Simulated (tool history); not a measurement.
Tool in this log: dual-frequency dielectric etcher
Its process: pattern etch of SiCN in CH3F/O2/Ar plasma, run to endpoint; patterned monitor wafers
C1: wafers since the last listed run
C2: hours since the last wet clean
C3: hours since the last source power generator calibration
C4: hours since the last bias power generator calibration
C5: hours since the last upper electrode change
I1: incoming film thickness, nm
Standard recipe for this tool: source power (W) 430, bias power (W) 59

Run 1, day 0: usual settings but bias power (W) 63; C1 0; C2 228.4; C3 3325.7; C4 3271.3; C5 4600.8; I1 10.68. Result: endpoint time (s) 29.3.
Run 2, day 0.354: usual settings but bias power (W) 63; C1 86; C2 236.9; C3 3334.2; C4 3279.8; C5 4609.3; I1 10.5. Result: endpoint time (s) 28.5.
Run 3, day 0.962: usual settings; C1 148; C2 251.5; C3 3348.8; C4 3294.4; C5 4623.9; I1 10.66. Result: endpoint time (s) 29.8.
Run 4, day 1.442: usual settings; C1 116; C2 263; C3 3360.3; C4 3305.9; C5 4635.4; I1 10.66. Result: endpoint time (s) 29.9.
Run 5, day 1.712: usual settings but bias power (W) 55; C1 65; C2 269.5; C3 3366.8; C4 3312.4; C5 4641.9; I1 10.54. Result: endpoint time (s) 29.9.
Run 6, day 2.267: usual settings but bias power (W) 55; C1 134; C2 282.8; C3 3380.1; C4 3325.7; C5 4655.2; I1 10.47. Result: endpoint time (s) 29.7.
Run 7, day 2.654: usual settings; C1 94; C2 292.1; C3 3389.4; C4 3335; C5 4664.5; I1 10.54. Result: endpoint time (s) 29.5.
Run 8, day 3.138: usual settings; C1 117; C2 303.7; C3 3401; C4 3346.6; C5 4676.1; I1 10.48. Result: endpoint time (s) 29.4.
Run 9, day 3.633: usual settings but source power (W) 500, bias power (W) 69; C1 120; C2 315.6; C3 3412.9; C4 3358.5; C5 4688; I1 10.62. Result: endpoint time (s) 26.7.
At day 5.375: bias power generator calibrated.
At day 6.196: upper electrode replaced.
At day 6.696: wet clean of the chamber.
Run 10, day 6.717: usual settings; C1 388; C2 0.5; C3 3486.9; C4 32.2; C5 12.5; I1 10.73. Result: endpoint time (s) 28.6.
Run 11, day 6.729: usual settings; C1 3; C2 0.8; C3 3487.2; C4 32.5; C5 12.8; I1 10.39. Result: endpoint time (s) 27.9.
Run 12, day 6.742: usual settings but source power (W) 380; C1 3; C2 1.1; C3 3487.5; C4 32.8; C5 13.1; I1 10.58. Result: endpoint time (s) 30.3.
At day 6.996: source power generator calibrated.
Run 13, day 7.179: usual settings but source power (W) 340, bias power (W) 70; C1 65; C2 11.6; C3 4.4; C4 43.3; C5 23.6; I1 10.64. Result: endpoint time (s) 29.8.
Run 14, day 7.921: usual settings; C1 180; C2 29.4; C3 22.2; C4 61.1; C5 41.4; I1 10.6. Result: endpoint time (s) 28.6.
Run 15, day 8.533: usual settings but source power (W) 340, bias power (W) 66; C1 149; C2 44.1; C3 36.9; C4 75.8; C5 56.1; I1 10.6. Result: endpoint time (s) 30.9.
Run 16, day 8.9: usual settings but source power (W) 510, bias power (W) 64; C1 89; C2 52.9; C3 45.7; C4 84.6; C5 64.9; I1 10.62. Result: endpoint time (s) 25.7.
Run 17, day 9.246: usual settings but source power (W) 390, bias power (W) 44; C1 84; C2 61.2; C3 54; C4 92.9; C5 73.2; I1 10.57. Result: endpoint time (s) 32.6.
Run 18, day 9.958: usual settings but bias power (W) 68; C1 173; C2 78.3; C3 71.1; C4 110; C5 90.3; I1 10.63. Result: endpoint time (s) 27.7.
Run 19, day 10.692: usual settings but source power (W) 490; C1 178; C2 95.9; C3 88.7; C4 127.6; C5 107.9; I1 10.48. Result: endpoint time (s) 26.9.
Run 20, day 11.229: usual settings but source power (W) 370, bias power (W) 63; C1 130; C2 108.8; C3 101.6; C4 140.5; C5 120.8; I1 10.47. Result: endpoint time (s) 30.1.
Run 21, day 11.779: usual settings but source power (W) 530, bias power (W) 71; C1 133; C2 122; C3 114.8; C4 153.7; C5 134; I1 10.67. Result: endpoint time (s) 25.1.
Run 22, day 12.425: usual settings but source power (W) 320, bias power (W) 72; C1 157; C2 137.5; C3 130.3; C4 169.2; C5 149.5; I1 10.61. Result: endpoint time (s) 31.2.
Run 23, day 12.842: usual settings but source power (W) 480, bias power (W) 73; C1 101; C2 147.5; C3 140.3; C4 179.2; C5 159.5; I1 10.62. Result: endpoint time (s) 25.8.
Run 24, day 13.171: usual settings; C1 80; C2 155.4; C3 148.2; C4 187.1; C5 167.4; I1 10.62. Result: endpoint time (s) 29.1.
Run 25, day 13.7: usual settings but source power (W) 360, bias power (W) 54; C1 128; C2 168.1; C3 160.9; C4 199.8; C5 180.1; I1 10.6. Result: endpoint time (s) 32.1.

Across each entry between runs, compare the hidden state at the last listed run before it with the hidden state at the first listed run after it:
Between runs 9 and 10: bias power generator calibrated (day 5.375); upper electrode replaced (day 6.196); wet clean of the chamber (day 6.696)
  etch rate over this chamber's usual, %: -4.28 -> 0.534
  difference, measured minus the result without the unlogged condition, endpoint time (s): +1.2 -> -0.2
Between runs 12 and 13: source power generator calibrated (day 6.996)
  etch rate over this chamber's usual, %: 0.527 -> 0.388
  difference, measured minus the result without the unlogged condition, endpoint time (s): -0.1 -> -0.1
